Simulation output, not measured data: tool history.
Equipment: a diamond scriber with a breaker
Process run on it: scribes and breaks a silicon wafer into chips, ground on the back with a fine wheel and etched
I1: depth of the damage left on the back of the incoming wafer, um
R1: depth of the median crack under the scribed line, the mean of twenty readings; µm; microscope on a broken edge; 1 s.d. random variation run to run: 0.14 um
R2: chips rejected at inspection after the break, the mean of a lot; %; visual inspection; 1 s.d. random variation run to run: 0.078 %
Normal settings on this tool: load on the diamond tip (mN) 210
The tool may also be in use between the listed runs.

{"run": 1, "hour": 0.0, "load on the diamond tip (mN)": 186, "I1": 0.39, "R1": 8.82, "R2": 3.52}
{"run": 2, "hour": 48.2, "load on the diamond tip (mN)": 257, "I1": 0.56, "R1": 11.48, "R2": 6.43}
{"run": 3, "hour": 138.3, "load on the diamond tip (mN)": 257, "I1": 0.47, "R1": 11.09, "R2": 6.56}
{"run": 4, "hour": 220.8, "load on the diamond tip (mN)": 210, "I1": 0.65, "R1": 9.98, "R2": 1.72}
{"run": 5, "hour": 305.6, "load on the diamond tip (mN)": 175, "I1": 0.47, "R1": 8.77, "R2": 5.65}
{"run": 6, "hour": 403.0, "load on the diamond tip (mN)": 175, "I1": 0.58, "R1": 8.75, "R2": 5.69}
{"run": 7, "hour": 510.2, "load on the diamond tip (mN)": 175, "I1": 0.68, "R1": 8.63, "R2": 5.94}
{"run": 8, "hour": 560.1, "load on the diamond tip (mN)": 210, "I1": 0.49, "R1": 9.76, "R2": 1.58}
{"run": 9, "hour": 624.1, "load on the diamond tip (mN)": 210, "I1": 0.3, "R1": 10.12, "R2": 1.55}
{"run": 10, "hour": 721.8, "load on the diamond tip (mN)": 210, "I1": 0.55, "R1": 9.85, "R2": 1.76}
{"run": 11, "hour": 792.8, "load on the diamond tip (mN)": 210, "I1": 0.66, "R1": 9.97, "R2": 1.61}
{"run": 12, "hour": 875.0, "load on the diamond tip (mN)": 242, "I1": 0.31, "R1": 10.9, "R2": 3.78}
{"run": 13, "hour": 981.7, "load on the diamond tip (mN)": 167, "I1": 0.46, "R1": 8.46, "R2": 8.27}
{"run": 14, "hour": 1050.3, "load on the diamond tip (mN)": 236, "I1": 0.35, "R1": 10.73, "R2": 3.02}
{"run": 15, "hour": 1106.8, "load on the diamond tip (mN)": 163, "I1": 0.37, "R1": 8.18, "R2": 9.84}
{"run": 16, "hour": 1185.0, "load on the diamond tip (mN)": 210, "I1": 0.57, "R1": 9.98, "R2": 1.73}
{"run": 17, "hour": 1231.5, "load on the diamond tip (mN)": 210, "I1": 0.51, "R1": 9.66, "R2": 1.68}
{"run": 18, "hour": 1304.3, "load on the diamond tip (mN)": 272, "I1": 0.74, "R1": 11.92, "R2": 9.56}
{"run": 19, "hour": 1376.2, "load on the diamond tip (mN)": 210, "I1": 0.5, "R1": 9.71, "R2": 1.61}
{"run": 20, "hour": 1468.0, "load on the diamond tip (mN)": 226, "I1": 0.38, "R1": 10.38, "R2": 2.02}
{"run": 21, "hour": 1535.0, "load on the diamond tip (mN)": 210, "I1": 0.53, "R1": 10.17, "R2": 1.58}
{"run": 22, "hour": 1628.4, "load on the diamond tip (mN)": 261, "I1": 0.32, "R1": 11.41, "R2": 7.1}
{"run": 23, "hour": 1734.3, "load on the diamond tip (mN)": 237, "I1": 0.45, "R1": 10.62, "R2": 3.47}

Missing from the log above: 3 entries noted between runs. For each, name the pair of listed runs it sits between and say how the tool's hidden condition differs from the listed run just before to the listed run just after:
Runs 4 to 5: load on the tip recalibrated (hour 286.1)
  no hidden state differs between the two runs
Runs 10 to 11: diamond tip replaced by a new one (hour 737.6)
  no hidden state differs between the two runs
Runs 14 to 15: load on the tip recalibrated (hour 1070.0)
  no hidden state differs between the two runs
